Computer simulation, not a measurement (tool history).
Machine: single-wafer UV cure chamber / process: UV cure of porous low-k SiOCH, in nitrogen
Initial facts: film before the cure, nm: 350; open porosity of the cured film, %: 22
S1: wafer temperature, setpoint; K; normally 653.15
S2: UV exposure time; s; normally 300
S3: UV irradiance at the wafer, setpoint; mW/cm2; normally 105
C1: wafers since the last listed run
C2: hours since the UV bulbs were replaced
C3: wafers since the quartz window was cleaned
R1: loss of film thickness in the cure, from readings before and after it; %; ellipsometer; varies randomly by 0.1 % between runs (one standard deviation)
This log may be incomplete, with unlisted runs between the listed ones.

run	hour	S1	S2	S3	C1	C2	C3	R1
1	0.0	653.15	300	105	0	2087.0	2432	10.007
2	34.6	653.15	300	105	203	2121.6	2635	9.867
3	50.6	653.15	300	105	93	2137.6	2729	9.791
4	71.8	646.15	220	105	124	2158.8	2854	8.363
5	94.1	646.15	220	105	130	2181.1	2985	8.130
6	121.2	646.15	220	105	159	2208.2	3144	8.142
# hour 155.8: UV bulbs replaced
7	156.3	653.15	170	115	159	0.5	3303	9.601
8	184.9	653.15	170	115	167	29.1	3471	9.565
9	215.4	653.15	170	115	179	59.6	3650	9.558
10	236.6	653.15	410	105	124	80.8	3775	12.745
11	286.3	643.15	440	84	291	130.5	4067	11.997
12	306.4	645.15	300	124	118	150.6	4185	11.850
# hour 324.7: quartz window cleaned
13	340.1	659.15	410	128	150	184.3	90	14.092
14	362.9	653.15	300	105	133	207.1	224	11.726
15	382.7	664.15	300	139	116	226.9	340	13.049
16	409.3	653.15	300	79	156	253.5	497	10.384
17	427.4	638.15	465	105	106	271.6	603	13.189
18	450.7	653.15	450	133	136	294.9	740	14.578
19	474.8	641.15	245	122	141	319.0	881	11.163
20	509.1	653.15	300	105	201	353.3	1083	11.589

Branching from run 20: 5 alternative next runs. What would each branch give?
A	509.6	669.15	300	105	2	353.8	1086	?
B	509.6	653.15	300	132	2	353.8	1086	?
C	509.6	653.15	300	129	2	353.8	1086	?
D	509.6	653.15	475	105	2	353.8	1086	?
E	509.6	653.15	175	75	2	353.8	1086	?

run	R1
A	11.768
B	12.490
C	12.389
D	13.514
E	7.890
The same runs, with their run-to-run variation unchanged, on a tool lacking any hidden condition would have given:
run	R1
A	12.316
B	13.046
C	12.944
D	14.078
E	8.387

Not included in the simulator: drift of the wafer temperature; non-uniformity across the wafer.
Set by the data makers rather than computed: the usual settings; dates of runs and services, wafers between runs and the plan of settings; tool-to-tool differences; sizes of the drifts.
